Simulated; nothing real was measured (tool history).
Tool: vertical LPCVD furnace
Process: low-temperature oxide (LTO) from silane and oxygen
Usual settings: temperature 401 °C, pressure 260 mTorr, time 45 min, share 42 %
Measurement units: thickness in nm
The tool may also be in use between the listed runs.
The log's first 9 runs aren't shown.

run   hour  temperature  pressure  time  share  read-back reference wafer on the same gauge, thickness  thickness
 10  254.2          401       260    45     36                                                   574.1     439.37
     300.9  -- silane flow controller replaced
 11  352.7          401       260    45     36                                                  574.25     439.41
 12  368.1          401       260    35     42                                                  574.14     410.37
 13  394.1          401       260    35     42                                                  573.86     412.35
 14  421.3          401       260    35     42                                                  573.86     407.87
 15  462.7          401       260    45     42                                                   574.5     528.68
 16  493.8          411       260    45     42                                                  574.22     582.91
 17  514.4          394       205    45     36                                                  573.72     316.03
 18  528.1          406       260  32.5     45                                                  574.32     433.06
     558.8  -- thermocouples replaced and temperature profile calibrated
 19  559.3          401       315    45     42                                                  574.05     644.73
 20  579.7          401       285    45     42                                                  573.83      575.6
 21  604.5          397       215    45     42                                                  573.84     418.16
     630.3  -- pressure gauge zeroed
 22  630.8          406       260    55     45                                                  573.39     742.95
 23  638.5          401       260    45     42                                                  573.69     527.77
 24  669.9          395       200    37     40                                                  574.27     292.54
     677.2  -- gauge calibrated
 25  702.4          395       310  35.5     42                                                  573.71     464.22
 26  799.8          412       260  54.5     42                                                  574.33     715.32
 27  820.4          393       225    45     42                                                  573.71     419.61
 28  842.3          401       280    45     42                                                  574.63     566.36
 29  859.3          401       260    45     42                                                  573.84     530.96
 30  885.5          401       260    35     42                                                  574.35     411.09

4 ways to go on from here, each from the tool as it stands after run 30. What would each give?
  A  889.6          401       260    45     42                                                       ?          ?
  B  889.6          408       260    45     42                                                       ?          ?
  C  889.6          401       205    45     34                                                       ?          ?
  D  889.6          392       225    45     42                                                       ?          ?

run  read-back reference wafer on the same gauge, thickness  thickness
  A                                                  573.59     534.34
  B                                                  573.59     575.76
  C                                                  573.59     323.54
  D                                                  573.59     418.79
Without the tool's unlogged condition, the same runs would have read:
run  thickness
  A     534.34
  B     575.76
  C     323.54
  D     418.79

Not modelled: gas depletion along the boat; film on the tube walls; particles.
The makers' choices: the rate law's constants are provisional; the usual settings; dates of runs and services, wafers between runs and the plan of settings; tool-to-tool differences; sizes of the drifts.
